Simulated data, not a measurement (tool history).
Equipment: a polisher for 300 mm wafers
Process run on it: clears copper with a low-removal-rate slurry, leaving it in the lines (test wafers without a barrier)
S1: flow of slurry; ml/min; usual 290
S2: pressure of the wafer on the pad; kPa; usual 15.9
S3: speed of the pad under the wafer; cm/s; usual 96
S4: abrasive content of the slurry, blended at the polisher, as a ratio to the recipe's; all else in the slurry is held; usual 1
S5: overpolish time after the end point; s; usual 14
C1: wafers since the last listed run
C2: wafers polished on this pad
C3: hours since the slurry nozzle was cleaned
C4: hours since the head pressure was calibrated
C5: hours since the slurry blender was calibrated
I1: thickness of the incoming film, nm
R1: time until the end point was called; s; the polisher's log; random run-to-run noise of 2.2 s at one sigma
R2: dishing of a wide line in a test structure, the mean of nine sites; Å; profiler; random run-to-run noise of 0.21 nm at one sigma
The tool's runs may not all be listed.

run    hour   S1    S2   S3    S4  S5    C1    C2     C3     C4     C5     I1     R1   R2
  1       0  350  15.9   96     1  14     0  2198  597.8  628.7  642.2  309.1  142.4  206
       94.7  -- head pressure recalibrated
  2   107.3  290  15.9  116   1.1  14   882  3081  705.1   12.6  749.5  310.6  120.1  240
      143.2  -- slurry blender recalibrated
  3   145.2  290  15.9   96     1  14   300  3382    743   50.5      2  307.6  144.6  201
  4   204.2  290  15.9   96     1  14   494  3876    802  109.5     61  310.7  147.5  198
      249.8  -- slurry nozzle cleaned
  5   295.6  290  15.9   96     1  20   757  4634   45.8  200.9  152.4  310.6  146.7  272
  6   340.3  290  15.9   96     1  20   374  5009   90.5  245.6  197.1  308.4  145.6  268
  7   438.9  210  15.9   96     1  14   826  5835  189.1  344.2  295.7  317.3  162.3  184
  8   495.6  290  15.9   66   1.2  14   475  6310  245.8  400.9  352.4  307.6    217  137
      514.8  -- worn pad replaced by a new one
  9   535.4  290  21.4   96   0.9  14   300   172  285.6  440.7  392.2  312.2  110.6  268
 10   641.2  200  15.9   64     1  14   886  1059  391.4  546.5    498  312.5  230.2  134
 11   680.2  290  15.9   96     1  20   326  1386  430.4  585.5    537  310.1  141.2  282
 12   783.5  290  15.9   96     1  11   865  2251  533.7  688.8  640.3  309.9  144.1  162
      821.7  -- slurry blender recalibrated
 13   881.1  290  15.9   96     1  14   801  3053  631.3  786.4   59.4  308.1  144.6  200
 14   921.5  240  17.9   96  0.75  14   338  3391  671.7  826.8   99.8  309.5  133.9  219
      963.7  -- head pressure recalibrated
 15   964.2  240  15.9   72     1  17   341  3733  714.4    0.5  142.5  310.6  199.3  185
 16  1047.2  290  15.9   96     1  14   695  4428  797.4   83.5  225.5  305.9  141.6  196
 17  1143.6  240  17.9   96  0.75  14   807  5236  893.8  179.9  321.9  313.2  138.5  209
       1168  -- slurry nozzle cleaned
     1284.3  -- worn pad replaced by a new one
 18  1404.5  255  15.9   96   1.3   9  2144  1007  236.5  440.8  582.8  315.4    142  139
 19  1489.5  290  15.9   96   1.2  14   712  1720  321.5  525.8  667.8    313  143.6  208
       1554  -- slurry blender recalibrated
 20  1594.1  290  19.3   64   1.3  14   859  2580  426.1  630.4   40.1  314.5    174  174
 21  1740.7  290  15.9   96     1  14  1228  3808  572.7    777  186.7  315.3  148.1  196
     1775.3  -- head pressure recalibrated
 22    1817  290  15.9   96   0.8  14   622  4431    649   41.7    263    316  154.9  193
 23  1886.2  290  15.9   96     1  14   580  5011  718.2  110.9  332.2  309.8    146  191
 24  1982.7  230  15.9   96     1  20   808  5820  814.7  207.4  428.7  308.2  156.8  258
     2036.8  -- slurry nozzle cleaned
 25  2086.3  240  15.9   96   1.3  14   859  6680   49.5    311  532.3  310.9    154  192
     2097.4  -- worn pad replaced by a new one
 26  2149.5  290  15.9  110   1.1  14   496   437  112.7  374.2  595.5  309.1  121.6  236
 27    2191  220  15.9   96     1  14   347   784  154.2  415.7    637  313.7  151.1  200

Forecast each of these 5 alternatives for the next run:
  A  2191.5  290  15.9  106     1  14   4  789  154.7  416.2  637.5  314.2   ?   ?
  B  2191.5  290  11.7   96     1  14   4  789  154.7  416.2  637.5  314.2   ?   ?
  C  2191.5  290  15.9   96  0.85  11   4  789  154.7  416.2  637.5  314.2   ?   ?
  D  2191.5  215  15.9   96  1.15  14   4  789  154.7  416.2  637.5  314.2   ?   ?
  E  2191.5  290  19.3  120   0.7  16   4  789  154.7  416.2  637.5  314.2   ?   ?

run     R1   R2
  A    131  222
  B  195.7  152
  C  147.4  160
  D  147.3  200
  E   98.9  323
With the hidden condition removed and each run's random variation left untouched, the same runs would have given:
run     R1   R2
  A  130.2  224
  B  194.4  153
  C  146.5  161
  D  146.4  201
  E   98.3  325
